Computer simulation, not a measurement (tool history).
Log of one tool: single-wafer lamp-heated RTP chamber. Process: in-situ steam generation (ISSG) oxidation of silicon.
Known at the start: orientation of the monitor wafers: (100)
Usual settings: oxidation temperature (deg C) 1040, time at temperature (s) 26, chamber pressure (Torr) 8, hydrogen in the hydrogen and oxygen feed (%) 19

| run | hour | oxidation temperature (deg C) | time at temperature (s) | chamber pressure (Torr) | hydrogen in the hydrogen and oxygen feed (%) | read-back reference wafer on the same gauge, thickness | oxide thickness on the monitor wafer (Å) |
|---|---|---|---|---|---|---|---|
| 1 | 0 | 1040 | 26 | 8 | 19 | 7.599 | 67.87 |
| 2 | 63.1 | 1040 | 26 | 8 | 19 | 7.608 | 68.16 |
|  | 112.6 | pyrometer window cleaned and pyrometer calibrated |
| 3 | 122.9 | 1040 | 26 | 8 | 19 | 7.596 | 67.03 |
| 4 | 166.4 | 1040 | 29 | 8 | 19 | 7.602 | 71.04 |
| 5 | 214.4 | 1040 | 29 | 8 | 19 | 7.603 | 71.08 |
| 6 | 242.7 | 1040 | 26 | 8 | 26 | 7.6 | 72.25 |
| 7 | 268 | 1048 | 26 | 8 | 19 | 7.599 | 70.34 |
| 8 | 310 | 1048 | 26 | 8 | 19 | 7.6 | 70.84 |
| 9 | 366.3 | 1048 | 26 | 8 | 19 | 7.599 | 70.77 |
|  | 430.1 | pyrometer window cleaned and pyrometer calibrated |
| 10 | 435.2 | 1040 | 26 | 7.6 | 19 | 7.596 | 66.9 |
| 11 | 500.6 | 1040 | 26 | 7.6 | 19 | 7.597 | 66.94 |
| 12 | 568.3 | 1040 | 26 | 7.6 | 19 | 7.602 | 67.07 |
|  | 587.7 | pressure gauge zeroed |
| 13 | 596.3 | 1040 | 26 | 8 | 19 | 7.6 | 67.4 |
| 14 | 639.3 | 1054 | 26 | 8 | 21 | 7.597 | 74.73 |
| 15 | 687.3 | 1040 | 26 | 8 | 19 | 7.605 | 67.79 |
|  | 733.5 | pyrometer window cleaned and pyrometer calibrated |
| 16 | 896.5 | 1023 | 26 | 8 | 19 | 7.598 | 61.46 |
|  | 902.4 | gauge calibrated |
| 17 | 949.3 | 1050 | 26 | 8 | 25 | 7.606 | 76.16 |
| 18 | 990 | 1040 | 23 | 8 | 19 | 7.601 | 63.63 |

Forecast run 19:
| 19 | 1027.4 | 1048 | 26 | 8 | 19 | ? | ? |

{"run 19": {"read-back reference wafer on the same gauge, thickness": 7.599, "oxide thickness on the monitor wafer (Å)": 71.03}}
Without the tool's hidden state the same run would have given oxide thickness on the monitor wafer (Å) 69.99.

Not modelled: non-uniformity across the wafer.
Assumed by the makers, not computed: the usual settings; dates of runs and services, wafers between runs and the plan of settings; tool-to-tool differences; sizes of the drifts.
